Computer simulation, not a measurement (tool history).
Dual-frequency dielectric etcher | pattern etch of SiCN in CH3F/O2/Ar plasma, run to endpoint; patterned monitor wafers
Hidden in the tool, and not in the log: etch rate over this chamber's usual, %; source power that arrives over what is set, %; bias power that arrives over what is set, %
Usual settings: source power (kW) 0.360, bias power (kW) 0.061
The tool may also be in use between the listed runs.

| run | hour | source power (kW) | bias power (kW) | wafers since the last listed run | hours since the last wet clean | hours since the last source power generator calibration | hours since the last bias power generator calibration | hours since the last upper electrode change | incoming incoming film thickness, nm | endpoint time (s) |
|---|---|---|---|---|---|---|---|---|---|---|
| 1 | 0.0 | 0.410 | 0.061 | 0 | 404.0 | 3000.9 | 2085.2 | 4948.3 | 11.99 | 32.9 |
| 2 | 15.8 | 0.410 | 0.061 | 176 | 419.8 | 3016.7 | 2101.0 | 4964.1 | 12.07 | 33.2 |
| 3 | 49.0 | 0.360 | 0.061 | 371 | 453.0 | 3049.9 | 2134.2 | 4997.3 | 11.98 | 35.0 |
|  | 81.7 | wet clean of the chamber |
| 4 | 82.2 | 0.360 | 0.061 | 102 | 0.5 | 3083.1 | 2167.4 | 5030.5 | 12.12 | 36.2 |
| 5 | 85.8 | 0.360 | 0.056 | 40 | 4.1 | 3086.7 | 2171.0 | 5034.1 | 12.13 | 37.8 |
| 6 | 118.6 | 0.360 | 0.061 | 367 | 36.9 | 3119.5 | 2203.8 | 5066.9 | 12.08 | 36.2 |
| 7 | 145.9 | 0.360 | 0.061 | 305 | 64.2 | 3146.8 | 2231.1 | 5094.2 | 12.17 | 36.4 |
| 8 | 158.3 | 0.360 | 0.061 | 138 | 76.6 | 3159.2 | 2243.5 | 5106.6 | 12.16 | 36.4 |
| 9 | 178.7 | 0.390 | 0.061 | 228 | 97.0 | 3179.6 | 2263.9 | 5127.0 | 11.85 | 34.1 |
|  | 270.3 | upper electrode replaced |
| 10 | 277.0 | 0.390 | 0.061 | 831 | 195.3 | 3277.9 | 2362.2 | 6.7 | 12.04 | 34.3 |
| 11 | 305.1 | 0.360 | 0.061 | 314 | 223.4 | 3306.0 | 2390.3 | 34.8 | 11.98 | 35.4 |
| 12 | 340.8 | 0.360 | 0.061 | 399 | 259.1 | 3341.7 | 2426.0 | 70.5 | 12.09 | 35.7 |
| 13 | 362.3 | 0.360 | 0.061 | 240 | 280.6 | 3363.2 | 2447.5 | 92.0 | 11.99 | 35.3 |
| 14 | 376.5 | 0.320 | 0.054 | 158 | 294.8 | 3377.4 | 2461.7 | 106.2 | 11.97 | 39.4 |
| 15 | 394.5 | 0.360 | 0.061 | 201 | 312.8 | 3395.4 | 2479.7 | 124.2 | 11.99 | 35.3 |
|  | 408.4 | source power generator calibrated |
| 16 | 414.6 | 0.360 | 0.061 | 180 | 332.9 | 6.2 | 2499.8 | 144.3 | 11.97 | 35.3 |
| 17 | 439.2 | 0.360 | 0.051 | 275 | 357.5 | 30.8 | 2524.4 | 168.9 | 12.11 | 38.2 |
| 18 | 455.3 | 0.360 | 0.051 | 180 | 373.6 | 46.9 | 2540.5 | 185.0 | 11.95 | 37.6 |
| 19 | 471.9 | 0.380 | 0.052 | 185 | 390.2 | 63.5 | 2557.1 | 201.6 | 12.00 | 36.7 |
| 20 | 489.9 | 0.320 | 0.061 | 201 | 408.2 | 81.5 | 2575.1 | 219.6 | 11.99 | 37.2 |
|  | 518.9 | bias power generator calibrated |
| 21 | 519.4 | 0.360 | 0.061 | 285 | 437.7 | 111.0 | 0.5 | 249.1 | 12.09 | 35.2 |
| 22 | 547.9 | 0.330 | 0.050 | 318 | 466.2 | 139.5 | 29.0 | 277.6 | 12.15 | 40.4 |
| 23 | 564.6 | 0.360 | 0.061 | 186 | 482.9 | 156.2 | 45.7 | 294.3 | 11.92 | 34.9 |
| 24 | 580.2 | 0.450 | 0.061 | 174 | 498.5 | 171.8 | 61.3 | 309.9 | 12.03 | 31.5 |
|  | 622.8 | wet clean of the chamber |
| 25 | 623.3 | 0.360 | 0.061 | 213 | 0.5 | 214.9 | 104.4 | 353.0 | 11.99 | 36.2 |
| 26 | 623.7 | 0.360 | 0.061 | 4 | 0.9 | 215.3 | 104.8 | 353.4 | 11.89 | 35.7 |
| 27 | 647.5 | 0.420 | 0.057 | 266 | 24.7 | 239.1 | 128.6 | 377.2 | 12.01 | 34.3 |
| 28 | 668.6 | 0.360 | 0.047 | 236 | 45.8 | 260.2 | 149.7 | 398.3 | 11.83 | 39.5 |
| 29 | 680.6 | 0.360 | 0.061 | 134 | 57.8 | 272.2 | 161.7 | 410.3 | 11.80 | 35.2 |
| 30 | 712.9 | 0.420 | 0.061 | 361 | 90.1 | 304.5 | 194.0 | 442.6 | 11.98 | 33.1 |
| 31 | 748.1 | 0.400 | 0.070 | 393 | 125.3 | 339.7 | 229.2 | 477.8 | 11.87 | 31.6 |
| 32 | 760.2 | 0.430 | 0.072 | 135 | 137.4 | 351.8 | 241.3 | 489.9 | 11.97 | 30.5 |
| 33 | 775.7 | 0.360 | 0.053 | 173 | 152.9 | 367.3 | 256.8 | 505.4 | 12.10 | 38.2 |
| 34 | 796.8 | 0.390 | 0.070 | 236 | 174.0 | 388.4 | 277.9 | 526.5 | 11.97 | 32.4 |
| 35 | 828.2 | 0.310 | 0.049 | 351 | 205.4 | 419.8 | 309.3 | 557.9 | 11.94 | 42.3 |
| 36 | 860.8 | 0.430 | 0.054 | 364 | 238.0 | 452.4 | 341.9 | 590.5 | 11.98 | 34.1 |

3 ways to go on from here, each from the tool as it stands after run 36. What would each give?
| A | 861.2 | 0.360 | 0.061 | 4 | 238.4 | 452.8 | 342.3 | 590.9 | 12.09 | ? |
| B | 861.2 | 0.440 | 0.071 | 4 | 238.4 | 452.8 | 342.3 | 590.9 | 12.09 | ? |
| C | 861.2 | 0.440 | 0.057 | 4 | 238.4 | 452.8 | 342.3 | 590.9 | 12.09 | ? |

| run | endpoint time (s) |
|---|---|
| A | 35.6 |
| B | 30.3 |
| C | 33.1 |
Without the tool's hidden state the same runs would have given:
| run | endpoint time (s) |
|---|---|
| A | 36.2 |
| B | 30.7 |
| C | 33.6 |

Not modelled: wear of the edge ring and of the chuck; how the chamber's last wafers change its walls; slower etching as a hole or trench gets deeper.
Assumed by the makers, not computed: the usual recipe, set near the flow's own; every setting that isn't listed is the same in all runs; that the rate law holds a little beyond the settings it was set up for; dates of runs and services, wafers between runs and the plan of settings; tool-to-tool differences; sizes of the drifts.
